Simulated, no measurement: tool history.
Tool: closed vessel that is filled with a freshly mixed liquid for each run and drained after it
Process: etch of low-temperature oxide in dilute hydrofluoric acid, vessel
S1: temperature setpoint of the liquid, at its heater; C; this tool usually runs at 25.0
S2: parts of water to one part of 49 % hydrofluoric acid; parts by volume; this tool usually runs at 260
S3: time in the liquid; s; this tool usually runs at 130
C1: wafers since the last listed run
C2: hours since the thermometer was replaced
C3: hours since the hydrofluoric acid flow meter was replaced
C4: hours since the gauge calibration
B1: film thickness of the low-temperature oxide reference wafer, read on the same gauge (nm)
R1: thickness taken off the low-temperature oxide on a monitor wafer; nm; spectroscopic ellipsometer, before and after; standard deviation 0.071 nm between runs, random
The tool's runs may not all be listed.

run 1 hour=0.0 | S1=25.0 S2=360 S3=130 | C1=0 C2=984.1 C3=1310.9 C4=866.0 | B1=60.04 | R1=5.70
run 2 hour=48.5 | S1=25.0 S2=360 S3=130 | C1=4931 C2=1032.6 C3=1359.4 C4=914.5 | B1=59.99 | R1=5.64
run 3 hour=109.0 | S1=25.0 S2=260 S3=100 | C1=6151 C2=1093.1 C3=1419.9 C4=975.0 | B1=59.96 | R1=6.60
run 4 hour=183.0 | S1=25.0 S2=260 S3=130 | C1=7523 C2=1167.1 C3=1493.9 C4=1049.0 | B1=60.01 | R1=8.69
run 5 hour=251.3 | S1=25.0 S2=210 S3=175 | C1=6944 C2=1235.4 C3=1562.2 C4=1117.3 | B1=59.98 | R1=15.41
run 6 hour=296.5 | S1=25.0 S2=210 S3=175 | C1=4595 C2=1280.6 C3=1607.4 C4=1162.5 | B1=59.99 | R1=15.57
run 7 hour=390.9 | S1=25.0 S2=210 S3=175 | C1=9598 C2=1375.0 C3=1701.8 C4=1256.9 | B1=59.96 | R1=15.58
-- hour=407.0 thermometer replaced
-- hour=435.1 hydrofluoric acid flow meter replaced
run 8 hour=465.7 | S1=25.0 S2=260 S3=70 | C1=7401 C2=58.7 C3=30.6 C4=1331.7 | B1=60.02 | R1=4.38
-- hour=543.0 gauge calibrated
run 9 hour=563.3 | S1=25.0 S2=260 S3=130 | C1=9923 C2=156.3 C3=128.2 C4=20.3 | B1=59.98 | R1=8.31
run 10 hour=641.9 | S1=25.0 S2=260 S3=130 | C1=7991 C2=234.9 C3=206.8 C4=98.9 | B1=59.96 | R1=8.31
run 11 hour=688.2 | S1=25.0 S2=210 S3=175 | C1=4707 C2=281.2 C3=253.1 C4=145.2 | B1=60.00 | R1=14.63
run 12 hour=724.8 | S1=25.0 S2=325 S3=80 | C1=3721 C2=317.8 C3=289.7 C4=181.8 | B1=60.01 | R1=3.79
run 13 hour=778.0 | S1=21.0 S2=260 S3=70 | C1=5409 C2=371.0 C3=342.9 C4=235.0 | B1=59.96 | R1=3.90
run 14 hour=820.5 | S1=22.0 S2=145 S3=90 | C1=4321 C2=413.5 C3=385.4 C4=277.5 | B1=60.01 | R1=10.56
run 15 hour=908.1 | S1=25.0 S2=205 S3=90 | C1=8906 C2=501.1 C3=473.0 C4=365.1 | B1=59.99 | R1=7.78
run 16 hour=1172.2 | S1=25.0 S2=300 S3=130 | C1=26852 C2=765.2 C3=737.1 C4=629.2 | B1=60.01 | R1=7.17

Predict the results of run 17:
run 17 hour=1236.4 | S1=29.5 S2=260 S3=185 | C1=6527 C2=829.4 C3=801.3 C4=693.4 | B1=? | R1=?

Run 17 yielded B1 60.01, R1 14.32 nm.
Had the tool carried no hidden state, the very same run would have given R1 13.63 nm.

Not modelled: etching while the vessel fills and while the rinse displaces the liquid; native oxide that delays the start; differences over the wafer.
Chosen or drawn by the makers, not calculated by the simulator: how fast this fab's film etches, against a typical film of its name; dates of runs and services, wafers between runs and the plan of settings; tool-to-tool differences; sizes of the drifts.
